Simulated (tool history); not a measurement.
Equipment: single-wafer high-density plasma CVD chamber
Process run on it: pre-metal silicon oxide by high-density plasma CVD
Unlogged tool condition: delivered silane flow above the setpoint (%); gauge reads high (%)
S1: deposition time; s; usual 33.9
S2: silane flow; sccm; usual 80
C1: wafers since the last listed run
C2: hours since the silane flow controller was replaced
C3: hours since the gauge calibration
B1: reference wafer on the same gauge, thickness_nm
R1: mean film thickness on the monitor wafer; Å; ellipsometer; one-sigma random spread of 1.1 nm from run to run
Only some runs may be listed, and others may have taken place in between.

run	hour	S1	S2	C1	C2	C3	B1	R1
1	0.0	33.9	70	0	2715.6	1714.3	351.088	2712.93
2	77.9	33.9	70	1558	2793.5	1792.2	351.058	2708.44
3	162.9	33.9	80	1700	2878.5	1877.2	350.610	3028.74
4	266.4	33.9	80	2070	2982.0	1980.7	351.028	3011.41
5	372.5	33.9	80	2122	3088.1	2086.8	350.452	3045.18
6	431.0	33.9	80	1170	3146.6	2145.3	351.347	3033.57
7	516.4	33.9	80	1708	3232.0	2230.7	351.527	3050.06
8	592.3	33.9	80	1518	3307.9	2306.6	351.160	3039.98
9	647.6	33.9	80	1106	3363.2	2361.9	351.222	3066.16
10	705.8	33.9	80	1164	3421.4	2420.1	350.283	3077.90
11	786.2	33.9	80	1608	3501.8	2500.5	350.859	3079.13
# hour 791.0: gauge calibrated
12	860.3	33.9	80	1482	3575.9	69.3	350.755	3061.56
13	966.0	33.9	80	2114	3681.6	175.0	350.523	3101.11
14	1022.3	33.9	80	1126	3737.9	231.3	350.999	3094.70
# hour 1166.9: silane flow controller replaced
15	1201.0	29.5	86	3414	34.1	410.0	350.678	2719.11
16	1254.4	33.9	80	1068	87.5	463.4	351.619	2935.15
17	1327.9	31.2	64	1470	161.0	536.9	351.428	2258.70
18	1385.3	33.9	80	1148	218.4	594.3	350.203	2954.90
19	1474.6	33.9	80	1786	307.7	683.6	350.720	2920.51
20	1581.7	30.5	67	2142	414.8	790.7	350.823	2270.60
21	1635.2	40.3	80	1070	468.3	844.2	351.421	3483.18
22	1713.5	35.7	84	1566	546.6	922.5	350.964	3222.76
23	1770.9	40.4	73	1148	604.0	979.9	350.849	3257.12
24	1807.3	33.9	87	728	640.4	1016.3	350.602	3134.02
25	1873.8	33.9	80	1330	706.9	1082.8	351.292	2940.85
26	1917.4	33.9	80	872	750.5	1126.4	350.727	2922.88
27	1986.7	27.5	80	1386	819.8	1195.7	351.046	2386.47
28	2052.5	38.7	93	1316	885.6	1261.5	351.313	3822.89
29	2136.8	39.6	80	1686	969.9	1345.8	350.908	3416.77
30	2196.2	29.5	72	1188	1029.3	1405.2	351.232	2345.96

Consider 3 possible next runs. They are alternatives, not a sequence: every one starts from the tool as it was left by run 30. What does each give?
A	2196.6	33.9	80	8	1029.7	1405.6	?	?
B	2196.6	28.3	86	8	1029.7	1405.6	?	?
C	2196.6	39.7	85	8	1029.7	1405.6	?	?

run	B1	R1
A	351.243	2939.83
B	351.243	2606.08
C	351.243	3620.36
What these runs would have given with no unlogged condition in the tool:
run	R1
A	2930.29
B	2597.62
C	3608.62
